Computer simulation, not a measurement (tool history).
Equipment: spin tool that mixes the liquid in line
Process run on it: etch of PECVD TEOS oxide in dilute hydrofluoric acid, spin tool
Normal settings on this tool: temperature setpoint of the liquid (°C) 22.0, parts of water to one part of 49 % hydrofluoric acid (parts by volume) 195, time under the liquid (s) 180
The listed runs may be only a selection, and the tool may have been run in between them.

run    hour  temperature setpoint of the liquid (°C)  parts of water to one part of 49 % hydrofluoric acid (parts by volume)  time under the liquid (s)  read-back film thickness of the PECVD TEOS oxide reference wafer, read on the same gauge (nm)  thickness taken off the PECVD TEOS oxide on a monitor wafer (Å)
  1     0.0                                     22.0                                                                     195                        180                                                                                          89.99                                                             69.4
  2   270.2                                     22.0                                                                     195                        180                                                                                          90.00                                                             72.2
  3   373.7                                     22.0                                                                     195                        180                                                                                          90.05                                                             71.7
  4   455.6                                     22.0                                                                     195                        225                                                                                          89.99                                                             89.3
  5   503.7                                     22.0                                                                     195                        225                                                                                          89.99                                                             89.0
  6   569.2                                     22.0                                                                     195                        180                                                                                          90.06                                                             72.1
  7   661.8                                     22.0                                                                     195                        180                                                                                          89.97                                                             72.0
  8   735.4                                     22.0                                                                     195                        180                                                                                          89.95                                                             71.6
  9   834.2                                     22.0                                                                     195                        150                                                                                          90.02                                                             59.6
 10   875.1                                     22.0                                                                     195                        150                                                                                          89.98                                                             60.9
 11   923.5                                     22.0                                                                     195                        180                                                                                          90.01                                                             73.1
 12   970.7                                     17.5                                                                     260                        275                                                                                          89.99                                                             66.3
 13  1042.2                                     23.5                                                                     110                        180                                                                                          90.00                                                            150.0
 14  1121.8                                     24.5                                                                     145                        150                                                                                          90.01                                                             92.1
 15  1164.4                                     26.5                                                                     250                        260                                                                                          90.01                                                             87.9
 16  1252.4                                     22.0                                                                     195                        180                                                                                          90.05                                                             69.9
 17  1339.5                                     23.5                                                                     230                        260                                                                                          90.01                                                             87.4
 18  1413.3                                     22.0                                                                     195                        230                                                                                          90.00                                                             90.7
 19  1533.4                                     25.5                                                                     270                        150                                                                                          90.02                                                             44.3
 20  1607.9                                     19.5                                                                     245                        115                                                                                          90.02                                                             31.6
 21  1700.3                                     20.5                                                                     225                        125                                                                                          90.00                                                             39.3
 22  1765.9                                     22.0                                                                     195                        180                                                                                          89.94                                                             71.0
 23  1821.7                                     24.5                                                                     240                        180                                                                                          89.97                                                             61.1

Missing from the log above: 4 entries noted between runs. For each, name the pair of listed runs it sits between and say how the tool's hidden condition differs from the listed run just before to the listed run just after:
Runs 3 to 4: gauge calibrated (hour 395.4)
  hydrofluoric acid flow above the setpoint (%): 1.77 -> 2.01
  difference, measured minus the result without the unlogged condition, thickness taken off the PECVD TEOS oxide on a monitor wafer (Å): +1.5 -> +2.1
Runs 6 to 7: thermometer replaced (hour 609.8)
  hydrofluoric acid flow above the setpoint (%): 2.33 -> 2.6
  difference, measured minus the result without the unlogged condition, thickness taken off the PECVD TEOS oxide on a monitor wafer (Å): +2.0 -> +2.2
Runs 13 to 14: hydrofluoric acid flow meter replaced (hour 1118.3)
  hydrofluoric acid flow above the setpoint (%): 3.69 -> 0.335
  difference, measured minus the result without the unlogged condition, thickness taken off the PECVD TEOS oxide on a monitor wafer (Å): +6.0 -> +0.3
Runs 17 to 18: gauge calibrated (hour 1409.3)
  hydrofluoric acid flow above the setpoint (%): 0.959 -> 1.17
  difference, measured minus the result without the unlogged condition, thickness taken off the PECVD TEOS oxide on a monitor wafer (Å): +1.1 -> +1.3

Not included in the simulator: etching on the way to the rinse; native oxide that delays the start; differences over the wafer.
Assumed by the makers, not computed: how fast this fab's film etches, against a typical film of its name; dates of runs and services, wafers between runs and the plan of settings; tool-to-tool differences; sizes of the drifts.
